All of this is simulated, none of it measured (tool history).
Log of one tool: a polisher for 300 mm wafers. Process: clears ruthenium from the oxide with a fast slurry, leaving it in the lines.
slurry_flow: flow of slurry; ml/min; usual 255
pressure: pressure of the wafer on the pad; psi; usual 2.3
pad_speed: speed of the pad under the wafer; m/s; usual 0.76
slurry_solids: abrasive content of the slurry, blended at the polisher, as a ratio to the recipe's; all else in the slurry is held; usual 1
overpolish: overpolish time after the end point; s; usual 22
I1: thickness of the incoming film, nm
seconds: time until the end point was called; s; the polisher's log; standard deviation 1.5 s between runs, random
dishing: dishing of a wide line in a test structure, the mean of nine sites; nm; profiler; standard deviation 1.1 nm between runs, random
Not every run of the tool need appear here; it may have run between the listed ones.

run 1 day=0 | slurry_flow=255 pressure=2.3 pad_speed=0.76 slurry_solids=1 overpolish=22 | I1=262.6 | seconds=96.1 dishing=48.4
-- day=1.588 head pressure recalibrated
-- day=2.121 slurry blender recalibrated
run 2 day=2.675 | slurry_flow=255 pressure=2.3 pad_speed=0.76 slurry_solids=1 overpolish=22 | I1=256 | seconds=84.3 dishing=50.2
run 3 day=4.312 | slurry_flow=255 pressure=2.3 pad_speed=0.76 slurry_solids=1 overpolish=22 | I1=259.3 | seconds=91.4 dishing=51.9
-- day=5.392 slurry nozzle cleaned
run 4 day=5.546 | slurry_flow=255 pressure=2.3 pad_speed=0.66 slurry_solids=1 overpolish=22 | I1=258.7 | seconds=103.3 dishing=43.6
run 5 day=7.346 | slurry_flow=255 pressure=2.3 pad_speed=0.66 slurry_solids=1 overpolish=22 | I1=257.9 | seconds=105 dishing=45.4
-- day=7.833 worn pad replaced by a new one
run 6 day=10.142 | slurry_flow=255 pressure=2.3 pad_speed=0.66 slurry_solids=1 overpolish=22 | I1=262.4 | seconds=107.8 dishing=45.4
run 7 day=12.733 | slurry_flow=255 pressure=2.9 pad_speed=0.76 slurry_solids=1 overpolish=22 | I1=259.3 | seconds=77.2 dishing=59.3
run 8 day=15.254 | slurry_flow=255 pressure=2.9 pad_speed=0.76 slurry_solids=1 overpolish=22 | I1=258.3 | seconds=76.8 dishing=57.8
-- day=16.046 slurry blender recalibrated
-- day=17.408 slurry nozzle cleaned
run 9 day=17.521 | slurry_flow=255 pressure=2.9 pad_speed=0.76 slurry_solids=1 overpolish=22 | I1=260.8 | seconds=73.4 dishing=62.6
run 10 day=18.988 | slurry_flow=255 pressure=2.3 pad_speed=0.76 slurry_solids=1 overpolish=22 | I1=261.1 | seconds=90 dishing=52.8
-- day=20.217 worn pad replaced by a new one
run 11 day=20.271 | slurry_flow=255 pressure=2.3 pad_speed=0.76 slurry_solids=1 overpolish=22 | I1=263.4 | seconds=93.1 dishing=50.6
run 12 day=22.942 | slurry_flow=295 pressure=2.3 pad_speed=0.76 slurry_solids=1 overpolish=22 | I1=263.1 | seconds=95.1 dishing=49.9
run 13 day=25.725 | slurry_flow=295 pressure=2.3 pad_speed=0.76 slurry_solids=1 overpolish=22 | I1=260.6 | seconds=93.5 dishing=48.5
-- day=27.012 head pressure recalibrated
run 14 day=27.033 | slurry_flow=255 pressure=2.3 pad_speed=0.76 slurry_solids=1 overpolish=22 | I1=256.3 | seconds=90.4 dishing=49.9
-- day=29.004 slurry nozzle cleaned
run 15 day=29.767 | slurry_flow=175 pressure=2.3 pad_speed=0.76 slurry_solids=0.75 overpolish=22 | I1=263.4 | seconds=112.1 dishing=42.5
-- day=29.921 slurry blender recalibrated
-- day=32.408 worn pad replaced by a new one
run 16 day=32.429 | slurry_flow=255 pressure=2.3 pad_speed=0.76 slurry_solids=1 overpolish=22 | I1=261.5 | seconds=89.2 dishing=50.5
run 17 day=34.946 | slurry_flow=200 pressure=2.3 pad_speed=0.52 slurry_solids=1 overpolish=22 | I1=260.2 | seconds=133.7 dishing=35.6
run 18 day=36.025 | slurry_flow=255 pressure=1.5 pad_speed=0.66 slurry_solids=0.85 overpolish=15 | I1=264.5 | seconds=168 dishing=20.8
run 19 day=37.367 | slurry_flow=255 pressure=3 pad_speed=0.98 slurry_solids=1 overpolish=22 | I1=259.2 | seconds=56.5 dishing=76.1
run 20 day=39.6 | slurry_flow=255 pressure=3 pad_speed=0.98 slurry_solids=1 overpolish=22 | I1=259.8 | seconds=58.4 dishing=76.6
run 21 day=41.6 | slurry_flow=320 pressure=3.1 pad_speed=0.54 slurry_solids=1 overpolish=22 | I1=258.5 | seconds=93.7 dishing=49.7
-- day=42.517 slurry nozzle cleaned
run 22 day=42.704 | slurry_flow=255 pressure=2.3 pad_speed=0.88 slurry_solids=0.8 overpolish=22 | I1=254.4 | seconds=88.5 dishing=51.2
-- day=44.479 slurry blender recalibrated
-- day=44.838 worn pad replaced by a new one
run 23 day=45.546 | slurry_flow=165 pressure=2.3 pad_speed=0.84 slurry_solids=1 overpolish=22 | I1=264.6 | seconds=84.8 dishing=55.3
-- day=52.562 head pressure recalibrated
run 24 day=53.1 | slurry_flow=330 pressure=2.9 pad_speed=0.7 slurry_solids=1 overpolish=22 | I1=254.6 | seconds=77.9 dishing=56.4
run 25 day=54.254 | slurry_flow=255 pressure=2.3 pad_speed=0.76 slurry_solids=1 overpolish=22 | I1=260.6 | seconds=95.1 dishing=50
run 26 day=55.996 | slurry_flow=280 pressure=2.9 pad_speed=0.76 slurry_solids=0.8 overpolish=33 | I1=260.3 | seconds=82.4 dishing=78.1
-- day=56.542 slurry nozzle cleaned
-- day=57.054 worn pad replaced by a new one
-- day=57.888 slurry blender recalibrated
run 27 day=58.462 | slurry_flow=175 pressure=2.3 pad_speed=0.76 slurry_solids=0.75 overpolish=22 | I1=259.4 | seconds=100.9 dishing=46.6
run 28 day=61.254 | slurry_flow=255 pressure=2.3 pad_speed=0.76 slurry_solids=0.8 overpolish=22 | I1=257.2 | seconds=102.3 dishing=49
run 29 day=63.55 | slurry_flow=285 pressure=1.8 pad_speed=0.76 slurry_solids=1 overpolish=22 | I1=257.9 | seconds=111.3 dishing=42

Consider 3 possible next runs. They are alternatives, not a sequence: every one starts from the tool as it was left by run 29. What does each give?
run A day=63.571 | slurry_flow=255 pressure=2.3 pad_speed=0.76 slurry_solids=1 overpolish=22 | I1=255.5 | seconds=? dishing=?
run B day=63.571 | slurry_flow=255 pressure=2.3 pad_speed=0.52 slurry_solids=1.15 overpolish=35 | I1=255.5 | seconds=? dishing=?
run C day=63.571 | slurry_flow=170 pressure=2.3 pad_speed=0.76 slurry_solids=1.25 overpolish=18 | I1=255.5 | seconds=? dishing=?

run=A seconds=91.6 dishing=50.1
run=B seconds=123.5 dishing=57.7
run=C seconds=88.2 dishing=43.4
Had the tool no hidden state, the same runs would have come out as:
run=A seconds=86.2 dishing=52.8
run=B seconds=116.6 dishing=60.6
run=C seconds=83.4 dishing=45.6
